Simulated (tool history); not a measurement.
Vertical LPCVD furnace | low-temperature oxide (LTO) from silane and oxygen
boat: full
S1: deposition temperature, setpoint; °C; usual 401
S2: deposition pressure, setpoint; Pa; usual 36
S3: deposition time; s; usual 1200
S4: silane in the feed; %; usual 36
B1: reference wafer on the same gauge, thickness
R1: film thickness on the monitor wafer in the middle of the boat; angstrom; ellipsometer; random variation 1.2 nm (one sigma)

| run | hour | S1 | S2 | S3 | S4 | B1 | R1 |
|---|---|---|---|---|---|---|---|
| 1 | 0 | 401 | 36 | 1530 | 36 | 200.11 | 2834.4 |
| 2 | 34.3 | 401 | 36 | 1530 | 36 | 200.17 | 2859.9 |
| 3 | 62.2 | 401 | 36 | 1200 | 36 | 200.09 | 2236 |
| 4 | 74.2 | 401 | 36 | 1200 | 36 | 199.8 | 2243.6 |
| 5 | 88.8 | 401 | 36 | 1200 | 36 | 199.85 | 2228.1 |
| 6 | 121.9 | 401 | 36 | 1200 | 36 | 200.03 | 2223.4 |
| 7 | 151.8 | 401 | 31.3 | 1200 | 36 | 200.19 | 1943.3 |
| 8 | 183.9 | 401 | 31.3 | 1200 | 36 | 199.9 | 1946.5 |
| 9 | 209.4 | 401 | 36 | 1200 | 32 | 200.01 | 1906.7 |
| 10 | 233.4 | 401 | 36 | 1200 | 32 | 199.79 | 1910.7 |
| 11 | 264.6 | 401 | 36 | 1200 | 36 | 200.03 | 2236.3 |
| 12 | 350.2 | 401 | 36 | 1200 | 36 | 200.03 | 2237.7 |
| 13 | 363.6 | 401 | 36 | 1200 | 39 | 200.04 | 2491.4 |
|  | 398.6 | silane flow controller replaced |
| 14 | 399.1 | 401 | 36 | 1200 | 39 | 200.12 | 2484.4 |
|  | 427 | pressure gauge zeroed |
| 15 | 427.5 | 396 | 36 | 810 | 36 | 199.86 | 1416.1 |
| 16 | 433.7 | 401 | 36 | 900 | 39 | 200.12 | 1858.9 |
|  | 456.4 | gauge calibrated |
| 17 | 468.3 | 401 | 36 | 1200 | 36 | 199.77 | 2236 |
| 18 | 497.2 | 401 | 36 | 1200 | 36 | 199.82 | 2243.3 |
| 19 | 523.1 | 401 | 36 | 1200 | 39 | 200.26 | 2475.2 |
| 20 | 537.9 | 404 | 28 | 720 | 42 | 199.81 | 1301.5 |
| 21 | 570.5 | 410 | 44 | 1200 | 36 | 200.07 | 3033.6 |
|  | 600 | thermocouples replaced and temperature profile calibrated |
| 22 | 600.5 | 401 | 36 | 1200 | 36 | 199.87 | 2233.1 |
| 23 | 605.6 | 411 | 42 | 900 | 36 | 200.17 | 2179.6 |
| 24 | 638.1 | 401 | 36 | 1200 | 36 | 199.72 | 2260.4 |
| 25 | 659.6 | 401 | 36 | 1620 | 32 | 200.27 | 2574.7 |
| 26 | 682.9 | 406 | 42 | 1200 | 41 | 200.14 | 3227 |
| 27 | 698.5 | 401 | 36 | 1470 | 36 | 199.94 | 2745.7 |
| 28 | 767.8 | 401 | 36 | 1200 | 36 | 200.03 | 2228.6 |

What the log doesn't show, run by run:
true tube temperature minus thermocouple reading, K: 0 in every run
true pressure minus gauge reading, mTorr: 0 in every run
deviation of the silane flow from its setpoint, %: 0 in every run
gauge reads high (%): 0 in every run

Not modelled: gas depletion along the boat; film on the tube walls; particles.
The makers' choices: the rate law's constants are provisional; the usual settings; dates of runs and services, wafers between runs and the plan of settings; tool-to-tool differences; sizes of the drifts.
